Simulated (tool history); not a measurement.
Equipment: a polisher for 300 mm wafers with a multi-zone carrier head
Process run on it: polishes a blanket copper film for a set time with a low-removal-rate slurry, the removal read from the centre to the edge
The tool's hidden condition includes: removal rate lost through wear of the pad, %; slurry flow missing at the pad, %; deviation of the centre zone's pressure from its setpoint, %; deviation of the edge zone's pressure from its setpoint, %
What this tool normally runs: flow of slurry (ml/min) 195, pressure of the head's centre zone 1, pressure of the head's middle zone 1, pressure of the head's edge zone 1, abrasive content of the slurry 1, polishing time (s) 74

run    hour  flow of slurry (ml/min)  pressure of the head's centre zone  pressure of the head's middle zone  pressure of the head's edge zone  abrasive content of the slurry  polishing time (s)  wafers since the last listed run  wafers polished on this pad  hours since the slurry nozzle was cleaned  hours since the centre zone pressure was calibrated  hours since the edge zone pressure was calibrated  hours since the carrier head's membrane was replaced  incoming thickness of the incoming film, nm  film removed at the wafer's centre (nm)  film removed at mid-radius (nm)  film removed at the wafer's edge (nm)
  1       0                      195                                   1                                   1                                 1                               1                  74                                 0                         4498                                      145.4                                                350.9                                             1162.9                                                 115.3                                       1133.7                                    160.7                              155                                  159.1
       54.9  -- edge zone pressure recalibrated
  2    76.7                      155                                   1                                0.94                                 1                               1                  97                               817                         5315                                      222.1                                                427.6                                               21.8                                                   192                                       1123.9                                    207.5                            188.1                                  205.8
  3   148.8                      195                                1.06                                   1                                 1                               1                  74                               789                         6104                                      294.2                                                499.7                                               93.9                                                 264.1                                       1121.4                                    169.2                            156.6                                  160.7
  4     199                      195                                   1                                   1                              0.96                               1                  74                               549                         6654                                      344.4                                                549.9                                              144.1                                                 314.3                                       1130.2                                    158.1                            156.4                                  159.1
  5   263.2                      195                                   1                                   1                                 1                               1                  74                               702                         7356                                      408.6                                                614.1                                              208.3                                                 378.5                                       1117.9                                    157.6                            155.1                                  161.2
      451.6  -- worn pad replaced by a new one
        467  -- centre zone pressure recalibrated
  6   553.5                      195                                0.97                                   1                                 1                               1                  74                              3111                         1092                                      698.9                                                 86.5                                              498.6                                                 668.8                                       1120.4                                    149.4                            153.8                                  156.7
      590.4  -- slurry nozzle cleaned
  7   643.1                      195                                   1                                   1                                 1                               1                  96                               969                         2062                                       52.7                                                176.1                                              588.2                                                 758.4                                       1113.3                                    206.7                              201                                  209.1
  8   746.1                      230                                   1                                   1                              1.04                             1.1                  49                              1127                         3189                                      155.7                                                279.1                                              691.2                                                 861.4                                       1098.1                                      112                            108.5                                  113.7
  9   839.2                      195                                   1                                1.11                               1.1                               1                  74                              1018                         4208                                      248.8                                                372.2                                              784.3                                                 954.5                                       1115.2                                    162.8                            171.2                                  171.2
 10   901.8                      195                                1.05                                   1                                 1                             1.1                  74                               685                         4893                                      311.4                                                434.8                                              846.9                                                1017.1                                         1127                                    171.6                            159.6                                  164.1
 11   983.5                      150                                   1                                   1                                 1                               1                  64                               894                         5787                                      393.1                                                516.5                                              928.6                                                1098.8                                       1112.1                                    133.4                            129.7                                  136.1
 12  1068.6                      195                                   1                                   1                                 1                               1                  74                               931                         6718                                      478.2                                                601.6                                             1013.7                                                1183.9                                       1125.8                                    157.5                            156.9                                  160.6
     1130.1  -- worn pad replaced by a new one
 13  1133.9                      195                                   1                                   1                                 1                             0.8                  85                               670                           41                                      543.5                                                666.9                                               1079                                                1249.2                                       1126.9                                    167.8                            165.1                                  168.4
 14  1229.7                      195                                   1                                   1                                 1                               1                  74                              1048                         1089                                      639.3                                                762.7                                             1174.8                                                  1345                                       1111.4                                    154.3                            154.9                                    157
 15  1299.6                      195                                1.09                                   1                                 1                               1                  74                               764                         1854                                      709.2                                                832.6                                             1244.7                                                1414.9                                       1124.3                                    168.8                            148.7                                  157.9
     1327.1  -- centre zone pressure recalibrated
       1375  -- edge zone pressure recalibrated
 16  1384.3                      195                                   1                                   1                                 1                             1.2                  74                               883                         2737                                      793.9                                                 57.2                                                9.3                                                1499.6                                       1130.2                                    162.9                            158.7                                  162.6
     1430.1  -- slurry nozzle cleaned
 17  1602.2                      195                                   1                                   1                              0.96                             0.8                  74                              2373                         5111                                      172.1                                                275.1                                              227.2                                                1717.5                                         1115                                    151.6                            148.3                                  149.8
 18  1675.5                      195                                   1                                0.97                                 1                            1.05                  74                               802                         5913                                      245.4                                                348.4                                              300.5                                                1790.8                                       1131.8                                    164.8                            153.3                                  162.1
 19  1726.6                      195                                   1                                   1                                 1                             0.8                  53                               559                         6472                                      296.5                                                399.5                                              351.6                                                1841.9                                       1119.3                                    109.8                            104.1                                  108.4
 20  1804.5                      195                                   1                                   1                                 1                               1                  74                               852                         7325                                      374.4                                                477.4                                              429.5                                                1919.8                                       1100.1                                    157.4                            158.8                                  160.6
 21  1857.4                      130                                   1                                   1                              0.95                               1                  94                               578                         7904                                      427.3                                                530.3                                              482.4                                                1972.7                                         1133                                    192.8                            187.2                                  191.3
 22  1911.4                      195                                   1                                   1                                 1                             0.7                  56                               590                         8495                                      481.3                                                584.3                                              536.4                                                2026.7                                       1111.1                                    108.1                            104.4                                  110.4

Subtracting, for every run, the result it would have given without the tool's unlogged condition from the measured result gives the following. The same run-to-run variation enters both numbers; the gauge's scatter may not:
run  film removed at the wafer's centre (nm)  film removed at mid-radius (nm)  film removed at the wafer's edge (nm)
  1                                     -1.7                             -1.4                                   -1.1
  2                                     -3.7                               -3                                   -2.4
  3                                     -3.5                             -2.9                                   -2.2
  4                                     -3.8                             -3.4                                   -2.6
  5                                     -4.6                               -4                                   -3.1
  6                                     -8.2                             -7.4                                   -5.6
  7                                     -0.7                             -0.7                                   -0.5
  8                                       -1                             -0.9                                   -0.7
  9                                     -2.5                             -2.5                                   -1.8
 10                                     -3.4                             -2.8                                   -2.2
 11                                       -4                             -3.5                                   -2.6
 12                                     -5.1                             -4.5                                   -3.4
 13                                     -6.3                             -5.6                                   -4.2
 14                                     -7.1                             -6.4                                   -4.7
 15                                     -8.9                               -7                                   -5.4
 16                                      -10                             -8.7                                   -6.5
 17                                     -1.6                             -1.4                                   -1.1
 18                                     -2.6                             -2.1                                   -1.7
 19                                     -2.1                             -1.8                                   -1.4
 20                                     -3.9                             -3.5                                   -2.6
 21                                     -7.2                             -6.1                                   -4.5
 22                                     -3.5                             -3.1                                   -2.4
